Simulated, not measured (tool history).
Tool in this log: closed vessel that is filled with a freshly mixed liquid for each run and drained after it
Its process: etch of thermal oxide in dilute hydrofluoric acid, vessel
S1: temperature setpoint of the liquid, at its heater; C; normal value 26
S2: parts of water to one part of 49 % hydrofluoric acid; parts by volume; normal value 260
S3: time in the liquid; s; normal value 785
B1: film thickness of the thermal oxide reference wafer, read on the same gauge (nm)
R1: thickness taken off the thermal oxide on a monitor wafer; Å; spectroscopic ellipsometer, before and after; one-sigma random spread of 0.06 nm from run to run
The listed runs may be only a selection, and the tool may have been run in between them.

run,hour,S1,S2,S3,B1,R1
1,0,26,260,785,149.96,147.4
2,13.1,26,260,785,149.97,147.4
3,26.4,26,180,535,150.02,158.6
4,38,26,180,535,150.01,159.6
5,51.8,26,180,535,150.02,158.9
6,61.2,26,260,785,149.98,150.8
7,78.4,26,260,785,149.99,149.6
8,96.2,26,260,785,150,150.3
9,112,26,260,785,149.98,149.9
10,126.3,24.5,260,785,150.01,142.8
11,139.8,24.5,260,785,150.03,142.9
12,165.8,25,260,975,150.01,181.8
13,181.5,25,260,975,150.02,182.5
14,198.6,26,260,785,150.02,134.8
15,209.9,26,260,785,150.01,134.6
16,221.7,26,260,785,150,134.5
17,237.7,26,365,785,150.01,86.3
18,246.7,26,260,785,149.98,134.5
19,254.6,26,260,345,150.02,59.5
20,267,28,310,995,149.98,135.7
21,283.3,29,145,1140,149.97,415.6
22,299.8,21.5,260,465,150.05,63.5
23,317.3,30,260,475,150.05,87.5
24,327.3,26,260,785,150.01,127.4
25,337.8,26,300,785,149.95,105
26,351.1,26,260,785,149.98,126.6
27,388.8,26,175,1005,149.98,267
28,405.2,24.5,340,1150,149.98,125.2

Not shown: 3 entries that the log had between the listed runs. Between which runs, and how does the tool's hidden state differ before and after?
In the gap between runs 12 and 13: gauge calibrated (hour 170.1)
  liquid hotter than its thermometer reads (K): 2.25 -> 2.28; hydrofluoric acid flow above the setpoint (%): 12.5 -> 12.7
  what was measured, less what the result would be without the hidden state, R1: +37.1 -> +37.6 Å
In the gap between runs 13 and 14: hydrofluoric acid flow meter replaced (hour 182.5)
  liquid hotter than its thermometer reads (K): 2.28 -> 2.31; hydrofluoric acid flow above the setpoint (%): 12.7 -> 1.88
  what was measured, less what the result would be without the hidden state, R1: +37.6 -> +13.2 Å
In the gap between runs 19 and 20: thermometer replaced (hour 263.4)
  liquid hotter than its thermometer reads (K): 2.43 -> 0.0744; hydrofluoric acid flow above the setpoint (%): 2.4 -> 2.52
  what was measured, less what the result would be without the hidden state, R1: +6.4 -> +4.7 Å

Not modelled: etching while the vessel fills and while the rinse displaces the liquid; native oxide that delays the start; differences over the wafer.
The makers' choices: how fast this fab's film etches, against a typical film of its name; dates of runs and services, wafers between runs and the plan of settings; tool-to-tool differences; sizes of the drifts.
